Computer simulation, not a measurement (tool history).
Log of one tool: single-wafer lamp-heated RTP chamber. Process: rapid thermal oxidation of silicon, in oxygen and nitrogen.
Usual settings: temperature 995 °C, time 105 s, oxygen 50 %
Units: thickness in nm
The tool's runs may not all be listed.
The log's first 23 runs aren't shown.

| run | hour | temperature | time | oxygen | read-back reference wafer on the same gauge, thickness | thickness |
|---|---|---|---|---|---|---|
|  | 1965.4 | oxygen flow controller replaced |
| 24 | 1987.2 | 995 | 105 | 50 | 6.57 | 6.093 |
| 25 | 2032.6 | 986 | 105 | 28 | 6.573 | 4.728 |
| 26 | 2072.8 | 987 | 105 | 50 | 6.566 | 5.756 |
|  | 2108.6 | gauge calibrated |
| 27 | 2168.1 | 981 | 156 | 59 | 6.572 | 6.955 |
| 28 | 2224.3 | 995 | 105 | 50 | 6.572 | 6.09 |
|  | 2276.8 | pyrometer window cleaned and pyrometer calibrated |
| 29 | 2277.3 | 995 | 127 | 37 | 6.569 | 5.892 |
| 30 | 2348.8 | 975 | 105 | 33 | 6.571 | 4.59 |
| 31 | 2426.7 | 995 | 80 | 50 | 6.568 | 5.374 |
| 32 | 2508.4 | 1008 | 144 | 37 | 6.569 | 6.932 |
| 33 | 2544.5 | 995 | 105 | 50 | 6.567 | 6.072 |
| 34 | 2614.6 | 1008 | 56 | 71 | 6.569 | 5.717 |
| 35 | 2660.3 | 995 | 105 | 29 | 6.568 | 5.068 |
| 36 | 2758.4 | 965 | 157 | 75 | 6.568 | 6.682 |
| 37 | 2863.2 | 1019 | 142 | 79 | 6.573 | 9.753 |

4 ways to go on from here, each from the tool as it stands after run 37. What would each give?
| A | 2863.6 | 995 | 105 | 69 | ? | ? |
| B | 2863.6 | 1021 | 105 | 76 | ? | ? |
| C | 2863.6 | 983 | 105 | 50 | ? | ? |
| D | 2863.6 | 973 | 129 | 22 | ? | ? |

| run | read-back reference wafer on the same gauge, thickness | thickness |
|---|---|---|
| A | 6.571 | 6.798 |
| B | 6.571 | 8.501 |
| C | 6.571 | 5.572 |
| D | 6.571 | 4.364 |
Without the tool's hidden state the same runs would have given:
| run | thickness |
|---|---|
| A | 6.702 |
| B | 8.386 |
| C | 5.494 |
| D | 4.307 |
